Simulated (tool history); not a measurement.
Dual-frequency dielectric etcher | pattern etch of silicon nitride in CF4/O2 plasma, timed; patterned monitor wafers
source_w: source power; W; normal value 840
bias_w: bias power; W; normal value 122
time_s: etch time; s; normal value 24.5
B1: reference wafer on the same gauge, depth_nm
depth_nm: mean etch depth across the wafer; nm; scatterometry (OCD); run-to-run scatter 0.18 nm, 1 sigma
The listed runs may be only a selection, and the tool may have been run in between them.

{"run": 1, "day": 0.0, "source_w": 840, "bias_w": 122, "time_s": 24.5, "B1": 58.5, "depth_nm": 70.1}
{"run": 2, "day": 3.821, "source_w": 840, "bias_w": 122, "time_s": 24.5, "B1": 58.5, "depth_nm": 70.6}
{"day": 6.729, "done": "wet clean of the chamber"}
{"run": 3, "day": 6.75, "source_w": 840, "bias_w": 139, "time_s": 24.5, "B1": 58.5, "depth_nm": 74.6}
{"run": 4, "day": 11.033, "source_w": 840, "bias_w": 122, "time_s": 24.5, "B1": 58.5, "depth_nm": 70.3}
{"day": 21.117, "done": "wet clean of the chamber"}
{"day": 21.996, "done": "bias power generator calibrated"}
{"run": 5, "day": 23.454, "source_w": 840, "bias_w": 122, "time_s": 24.5, "B1": 58.5, "depth_nm": 71.1}
{"run": 6, "day": 25.929, "source_w": 840, "bias_w": 122, "time_s": 20.5, "B1": 58.5, "depth_nm": 59.4}
{"day": 27.992, "done": "upper electrode replaced"}
{"run": 7, "day": 30.029, "source_w": 840, "bias_w": 122, "time_s": 20.5, "B1": 58.5, "depth_nm": 59.3}
{"run": 8, "day": 34.371, "source_w": 840, "bias_w": 122, "time_s": 20.5, "B1": 58.5, "depth_nm": 59.8}
{"day": 38.238, "done": "wet clean of the chamber"}
{"run": 9, "day": 38.258, "source_w": 940, "bias_w": 122, "time_s": 27.0, "B1": 58.5, "depth_nm": 88.2}
{"run": 10, "day": 40.254, "source_w": 840, "bias_w": 122, "time_s": 24.5, "B1": 58.5, "depth_nm": 71.1}
{"day": 40.629, "done": "gauge calibrated"}
{"day": 41.512, "done": "source power generator calibrated"}
{"run": 11, "day": 42.971, "source_w": 840, "bias_w": 122, "time_s": 31.0, "B1": 58.5, "depth_nm": 87.6}
{"run": 12, "day": 45.242, "source_w": 700, "bias_w": 148, "time_s": 21.0, "B1": 58.5, "depth_nm": 52.5}
{"run": 13, "day": 47.067, "source_w": 750, "bias_w": 150, "time_s": 28.5, "B1": 58.5, "depth_nm": 77.1}
{"run": 14, "day": 50.758, "source_w": 840, "bias_w": 122, "time_s": 24.5, "B1": 58.5, "depth_nm": 68.8}
{"run": 15, "day": 53.038, "source_w": 920, "bias_w": 103, "time_s": 28.0, "B1": 58.5, "depth_nm": 81.6}
{"day": 55.142, "done": "wet clean of the chamber"}
{"run": 16, "day": 57.529, "source_w": 1040, "bias_w": 136, "time_s": 24.5, "B1": 58.5, "depth_nm": 89.8}
{"run": 17, "day": 60.721, "source_w": 840, "bias_w": 122, "time_s": 27.0, "B1": 58.5, "depth_nm": 76.1}
{"run": 18, "day": 63.329, "source_w": 840, "bias_w": 133, "time_s": 24.5, "B1": 58.5, "depth_nm": 71.6}

Subtracting, for every run, the result it would have given without the tool's unlogged condition from the measured result gives the following. The same run-to-run variation enters both numbers; the gauge's scatter may not:
Hidden conditions of the tool in this case: etch rate over this chamber's usual, %; source power that arrives over what is set, %; bias power that arrives over what is set, %; gauge reads high (%).
run=1 depth_nm=+1.2
run=2 depth_nm=+1.2
run=3 depth_nm=+1.4
run=4 depth_nm=+1.4
run=5 depth_nm=+1.7
run=6 depth_nm=+1.5
run=7 depth_nm=+1.5
run=8 depth_nm=+1.7
run=9 depth_nm=+2.6
run=10 depth_nm=+2.1
run=11 depth_nm=+0.0
run=12 depth_nm=+0.0
run=13 depth_nm=-0.1
run=14 depth_nm=-0.1
run=15 depth_nm=+0.0
run=16 depth_nm=+0.0
run=17 depth_nm=-0.1
run=18 depth_nm=+0.0
